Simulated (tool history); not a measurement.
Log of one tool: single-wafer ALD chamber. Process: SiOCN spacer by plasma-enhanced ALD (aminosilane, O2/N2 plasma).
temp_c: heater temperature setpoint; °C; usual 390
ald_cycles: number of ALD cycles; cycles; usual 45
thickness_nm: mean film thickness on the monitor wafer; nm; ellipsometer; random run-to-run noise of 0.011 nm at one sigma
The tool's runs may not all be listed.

| run | hour | temp_c | ald_cycles | wafers since the last listed run | hours since the last thermocouple change | hours since the gauge calibration | read-back reference wafer on the same gauge, thickness_nm | thickness_nm |
|---|---|---|---|---|---|---|---|---|
| 1 | 0 | 390 | 38 | 0 | 2186.2 | 148.9 | 2.529 | 2.5 |
| 2 | 19.1 | 390 | 38 | 83 | 2205.3 | 168 | 2.521 | 2.472 |
| 3 | 111.4 | 390 | 38 | 405 | 2297.6 | 260.3 | 2.517 | 2.479 |
| 4 | 147 | 390 | 45 | 156 | 2333.2 | 295.9 | 2.511 | 2.926 |
| 5 | 160.2 | 390 | 45 | 58 | 2346.4 | 309.1 | 2.512 | 2.924 |
| 6 | 180.9 | 390 | 45 | 91 | 2367.1 | 329.8 | 2.509 | 2.927 |
|  | 197.7 | gauge calibrated |
|  | 198.6 | thermocouple changed; heater temperature recalibrated |
| 7 | 209.1 | 390 | 45 | 88 | 10.5 | 11.4 | 2.547 | 2.974 |
| 8 | 237 | 390 | 45 | 122 | 38.4 | 39.3 | 2.541 | 2.952 |
| 9 | 251.7 | 390 | 45 | 64 | 53.1 | 54 | 2.541 | 2.956 |
| 10 | 265.7 | 390 | 38 | 61 | 67.1 | 68 | 2.54 | 2.495 |
| 11 | 283.4 | 379 | 49 | 77 | 84.8 | 85.7 | 2.536 | 3.23 |
| 12 | 314.6 | 403 | 45 | 137 | 116 | 116.9 | 2.533 | 2.949 |
| 13 | 328.1 | 390 | 45 | 59 | 129.5 | 130.4 | 2.539 | 2.955 |
| 14 | 348.8 | 404 | 40 | 91 | 150.2 | 151.1 | 2.532 | 2.611 |
| 15 | 367.1 | 396 | 39 | 80 | 168.5 | 169.4 | 2.527 | 2.545 |
| 16 | 399.9 | 401 | 42 | 144 | 201.3 | 202.2 | 2.523 | 2.746 |
| 17 | 419.4 | 401 | 42 | 85 | 220.8 | 221.7 | 2.523 | 2.732 |
| 18 | 452 | 384 | 38 | 143 | 253.4 | 254.3 | 2.523 | 2.463 |

Below are 3 alternative next runs, each starting from the tool's condition after run 18. Predict each:
| A | 452.5 | 390 | 45 | 2 | 253.9 | 254.8 | ? | ? |
| B | 452.5 | 386 | 40 | 2 | 253.9 | 254.8 | ? | ? |
| C | 452.5 | 403 | 36 | 2 | 253.9 | 254.8 | ? | ? |

| run | read-back reference wafer on the same gauge, thickness_nm | thickness_nm |
|---|---|---|
| A | 2.523 | 2.931 |
| B | 2.523 | 2.605 |
| C | 2.523 | 2.335 |
What these runs would have given with no unlogged condition in the tool:
| run | thickness_nm |
|---|---|
| A | 2.965 |
| B | 2.636 |
| C | 2.362 |
